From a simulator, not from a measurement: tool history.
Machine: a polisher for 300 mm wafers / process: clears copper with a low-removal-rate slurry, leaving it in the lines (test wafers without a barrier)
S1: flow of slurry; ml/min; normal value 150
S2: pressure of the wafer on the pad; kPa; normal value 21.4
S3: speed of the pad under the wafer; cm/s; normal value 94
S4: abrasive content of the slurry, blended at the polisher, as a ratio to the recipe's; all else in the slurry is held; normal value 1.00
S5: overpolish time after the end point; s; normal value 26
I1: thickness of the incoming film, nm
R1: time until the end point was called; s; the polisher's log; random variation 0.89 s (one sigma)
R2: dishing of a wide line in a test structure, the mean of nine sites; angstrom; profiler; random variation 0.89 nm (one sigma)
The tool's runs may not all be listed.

run,hour,S1,S2,S3,S4,S5,I1,R1,R2
1,0.0,150,23.4,94,1.00,26,323.7,89.4,613
2,59.0,150,23.4,94,1.00,26,325.1,92.0,596
3,126.7,150,25.5,94,1.00,26,320.4,84.5,651
4,212.1,150,25.5,94,1.00,26,323.8,84.9,648
# hour 228.4: slurry nozzle cleaned
# hour 249.9: worn pad replaced by a new one
5,250.3,150,25.5,94,1.00,26,317.8,83.6,641
# hour 276.0: slurry blender recalibrated
6,288.3,150,21.4,94,1.00,26,324.7,96.4,568
7,328.0,160,21.4,94,1.00,26,325.4,97.6,568
8,396.9,160,21.4,94,1.00,26,323.6,98.1,569
# hour 514.4: slurry nozzle cleaned
# hour 521.7: worn pad replaced by a new one
# hour 615.9: slurry blender recalibrated
9,677.3,160,21.4,94,1.00,26,313.6,93.8,573
# hour 791.5: slurry nozzle cleaned
# hour 812.1: worn pad replaced by a new one
10,887.1,110,16.5,94,1.00,11,313.4,135.3,199
# hour 916.2: slurry blender recalibrated
11,991.5,165,15.2,94,1.20,26,318.9,126.4,430
12,1049.0,150,21.4,106,0.85,42,317.9,94.1,815
# hour 1060.2: slurry nozzle cleaned
# hour 1094.9: head pressure recalibrated
# hour 1102.3: worn pad replaced by a new one
13,1139.4,150,21.4,94,1.00,26,319.4,100.7,546
14,1187.3,120,15.2,94,1.00,26,323.1,151.0,394
# hour 1222.4: slurry blender recalibrated
15,1238.1,110,21.4,70,1.00,40,317.9,135.3,613
16,1292.8,150,21.4,124,1.00,26,319.8,74.8,700
# hour 1358.9: slurry nozzle cleaned
17,1394.8,160,21.4,94,1.00,26,317.2,98.1,547
# hour 1404.7: worn pad replaced by a new one
18,1501.6,150,21.4,106,0.85,42,314.7,93.7,780

Below are 4 alternative next runs, each starting from the tool's condition after run 18. Predict each:
A,1502.1,150,21.4,94,1.00,26,319.0,?,?
B,1502.1,150,21.4,80,1.00,26,319.0,?,?
C,1502.1,125,21.4,94,0.90,19,319.0,?,?
D,1502.1,185,16.5,120,1.00,26,319.0,?,?

run,R1,R2
A,102.3,546
B,120.2,481
C,109.6,402
D,100.4,539
Without the tool's hidden state the same runs would have given:
run,R1,R2
A,95.2,576
B,111.9,509
C,102.2,426
D,93.4,568
